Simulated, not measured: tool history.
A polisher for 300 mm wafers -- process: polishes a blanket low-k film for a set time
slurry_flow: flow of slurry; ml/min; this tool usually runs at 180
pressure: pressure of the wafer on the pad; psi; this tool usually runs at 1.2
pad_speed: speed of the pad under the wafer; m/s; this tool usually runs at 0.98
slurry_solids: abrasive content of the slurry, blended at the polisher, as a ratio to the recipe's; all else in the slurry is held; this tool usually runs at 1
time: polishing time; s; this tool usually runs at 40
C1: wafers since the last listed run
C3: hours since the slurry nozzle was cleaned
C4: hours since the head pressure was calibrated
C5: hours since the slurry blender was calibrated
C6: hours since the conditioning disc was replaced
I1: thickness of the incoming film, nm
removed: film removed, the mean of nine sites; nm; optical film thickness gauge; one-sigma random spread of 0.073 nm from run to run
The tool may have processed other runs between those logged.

Run 1, day 0: usual settings but time 35 s; C1 0; wafers polished on this pad 676; C3 584.9; C4 105.5; C5 68.2; C6 205.5; I1 487.3. Result: removed 9 nm.
Run 2, day 1.821: usual settings; C1 367; wafers polished on this pad 1044; C3 628.6; C4 149.2; C5 111.9; C6 249.2; I1 484.7. Result: removed 10.3 nm.
Run 3, day 3.058: usual settings but pressure 1.3 psi; C1 249; wafers polished on this pad 1294; C3 658.3; C4 178.9; C5 141.6; C6 278.9; I1 474.8. Result: removed 11.1 nm.
Run 4, day 4.325: usual settings but pressure 1.5 psi; C1 255; wafers polished on this pad 1550; C3 688.7; C4 209.3; C5 172; C6 309.3; I1 486.6. Result: removed 12.5 nm.
At day 5.35: slurry nozzle cleaned.
Run 5, day 6.042: usual settings but slurry_flow 140 ml/min, pressure 1.1 psi, slurry_solids 1.15; C1 338; wafers polished on this pad 1888; C3 16.6; C4 250.5; C5 213.2; C6 350.5; I1 482.7. Result: removed 10.2 nm.
At day 6.333: conditioning disc replaced and pad reconditioned.
Run 6, day 7.812: usual settings; C1 340; wafers polished on this pad 2229; C3 59.1; C4 293; C5 255.7; C6 35.5; I1 485.1. Result: removed 10.9 nm.
Run 7, day 9.112: usual settings but slurry_solids 0.8; C1 262; wafers polished on this pad 2491; C3 90.3; C4 324.2; C5 286.9; C6 66.7; I1 471.7. Result: removed 9.5 nm.
Run 8, day 10.617: usual settings but time 48 s; C1 303; wafers polished on this pad 2795; C3 126.4; C4 360.3; C5 323; C6 102.8; I1 479.7. Result: removed 12.8 nm.
At day 11.958: slurry blender recalibrated.
Run 9, day 12.696: usual settings but slurry_flow 200 ml/min, slurry_solids 0.8, time 52 s; C1 402; wafers polished on this pad 3198; C3 176.3; C4 410.2; C5 17.7; C6 152.7; I1 480.9. Result: removed 12.4 nm.
Run 10, day 14.296: usual settings but pad_speed 1.08 m/s; C1 323; wafers polished on this pad 3521; C3 214.7; C4 448.6; C5 56.1; C6 191.1; I1 484.2. Result: removed 11.3 nm.
At day 15.25: worn pad replaced by a new one.
Run 11, day 15.654: usual settings but pressure 0.9 psi, pad_speed 1.3 m/s, slurry_solids 1.25, time 50 s; C1 240; wafers polished on this pad 81; C3 247.3; C4 481.2; C5 88.7; C6 223.7; I1 483.9. Result: removed 13.3 nm.
Run 12, day 17.067: usual settings but pressure 1.4 psi, pad_speed 1.3 m/s, time 46 s; C1 285; wafers polished on this pad 366; C3 281.2; C4 515.1; C5 122.6; C6 257.6; I1 477.3. Result: removed 16.6 nm.
Run 13, day 18.404: usual settings; C1 270; wafers polished on this pad 636; C3 313.3; C4 547.2; C5 154.7; C6 289.7; I1 483.7. Result: removed 10.5 nm.
At day 18.812: head pressure recalibrated.
At day 20.671: conditioning disc replaced and pad reconditioned.
Run 14, day 21.354: usual settings but slurry_flow 150 ml/min, slurry_solids 0.85; C1 561; wafers polished on this pad 1198; C3 384.1; C4 61; C5 225.5; C6 16.4; I1 481.8. Result: removed 9.5 nm.
Run 15, day 23.692: usual settings; C1 471; wafers polished on this pad 1670; C3 440.2; C4 117.1; C5 281.6; C6 72.5; I1 479.5. Result: removed 10.6 nm.
Run 16, day 25.862: usual settings; C1 438; wafers polished on this pad 2108; C3 492.3; C4 169.2; C5 333.7; C6 124.6; I1 481.2. Result: removed 10.4 nm.
At day 27.796: slurry nozzle cleaned.
Run 17, day 28.383: usual settings but slurry_solids 1.3; C1 500; wafers polished on this pad 2609; C3 14.1; C4 229.7; C5 394.2; C6 185.1; I1 482. Result: removed 12.3 nm.
At day 29.358: worn pad replaced by a new one.
Run 18, day 29.408: usual settings but pressure 1.4 psi, pad_speed 1.3 m/s; C1 173; wafers polished on this pad 9; C3 38.7; C4 254.3; C5 418.8; C6 209.7; I1 473.3. Result: removed 15.1 nm.
At day 30.638: slurry blender recalibrated.
Run 19, day 30.771: usual settings; C1 258; wafers polished on this pad 267; C3 71.4; C4 287; C5 3.2; C6 242.4; I1 482.9. Result: removed 10.7 nm.
Run 20, day 32.738: usual settings but pad_speed 1.2 m/s, slurry_solids 0.75; C1 397; wafers polished on this pad 665; C3 118.6; C4 334.2; C5 50.4; C6 289.6; I1 482.6. Result: removed 10.1 nm.
Run 21, day 35.629: usual settings but pressure 0.9 psi; C1 583; wafers polished on this pad 1248; C3 188; C4 403.6; C5 119.8; C6 359; I1 478.6. Result: removed 7.9 nm.
At day 36.8: conditioning disc replaced and pad reconditioned.
Run 22, day 37.404: usual settings; C1 341; wafers polished on this pad 1590; C3 230.6; C4 446.2; C5 162.4; C6 14.5; I1 472.6. Result: removed 10.8 nm.
Run 23, day 39.038: usual settings but pad_speed 0.66 m/s, slurry_solids 0.7; C1 329; wafers polished on this pad 1920; C3 269.8; C4 485.4; C5 201.6; C6 53.7; I1 480. Result: removed 6.9 nm.
Run 24, day 41.521: usual settings but pressure 1.4 psi, pad_speed 0.68 m/s, slurry_solids 0.9; C1 501; wafers polished on this pad 2421; C3 329.4; C4 545; C5 261.2; C6 113.3; I1 480.2. Result: removed 9.3 nm.
At day 43.288: head pressure recalibrated.
Run 25, day 43.383: usual settings but time 31 s; C1 359; wafers polished on this pad 2780; C3 374.1; C4 2.3; C5 305.9; C6 158; I1 483.9. Result: removed 8.1 nm.
Run 26, day 45.833: usual settings but slurry_flow 235 ml/min, pressure 0.9 psi; C1 494; wafers polished on this pad 3275; C3 432.9; C4 61.1; C5 364.7; C6 216.8; I1 478.7. Result: removed 8.1 nm.

The same runs without the tool's hidden state, with the same run-to-run variation:
Hidden conditions of the tool in this case: removal rate lost through wear of the pad, %; slurry flow missing at the pad, %; deviation of the head's pressure from its setpoint, %; abrasive missing from the slurry, %; time polished since the conditioner stopped cutting, s.
run  removed
  1      9.6
  2     11.1
  3     12.1
  4     13.8
  5     10.6
  6     11.1
  7      9.7
  8     13.1
  9     12.7
 10     11.7
 11     13.8
 12     17.5
 13     11.1
 14      9.8
 15       11
 16     10.9
 17     12.5
 18     15.5
 19       11
 20     10.5
 21      8.3
 22     11.1
 23      7.1
 24      9.6
 25      8.5
 26      8.5

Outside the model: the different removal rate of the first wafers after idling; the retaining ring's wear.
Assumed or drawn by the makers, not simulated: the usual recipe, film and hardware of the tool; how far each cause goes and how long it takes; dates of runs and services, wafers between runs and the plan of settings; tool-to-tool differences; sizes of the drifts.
